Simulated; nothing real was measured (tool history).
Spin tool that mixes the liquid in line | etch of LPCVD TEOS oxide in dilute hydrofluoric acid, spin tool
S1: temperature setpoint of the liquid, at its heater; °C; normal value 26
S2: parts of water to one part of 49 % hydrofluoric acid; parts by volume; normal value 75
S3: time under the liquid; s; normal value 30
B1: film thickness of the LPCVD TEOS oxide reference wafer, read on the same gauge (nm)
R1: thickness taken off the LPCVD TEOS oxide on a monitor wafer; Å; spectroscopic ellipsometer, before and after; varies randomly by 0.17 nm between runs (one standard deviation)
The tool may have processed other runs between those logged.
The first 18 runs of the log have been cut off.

run,hour,S1,S2,S3,B1,R1
19,438.5,26,75,30,30.83,248.5
20,469.3,23,50,40,30.88,446.8
21,485.5,24.5,110,45,30.9,226.5
22,510.6,29.5,110,45,30.94,279.2
23,539.9,30,100,20,31,139.7
24,558.6,30,100,45,31.02,316.7
25,582.7,26,75,30,31.04,247.3
26,607.6,26,55,15,31.07,175.2
27,640.3,30.5,55,45,31.13,625.8
28,665.3,26,75,30,31.15,250.8
29,684.1,26,75,35,31.18,293.5
30,701.1,26,50,25,31.2,324.1
31,718.3,23.5,75,35,31.22,261.2
32,746.2,24.5,75,20,31.25,156.4
33,779.3,26,75,30,31.25,249.8
34,813.5,27.5,90,15,31.29,109.3

3 ways to go on from here, each from the tool as it stands after run 34. What would each give?
A,813.9,26,90,30,?,?
B,813.9,24,105,45,?,?
C,813.9,21.5,90,30,?,?

run,B1,R1
A,31.28,206
B,31.28,240.2
C,31.28,172.1
The same runs, with their run-to-run variation unchanged, on a tool lacking any hidden condition would have given:
run,R1
A,197.5
B,230.4
C,165
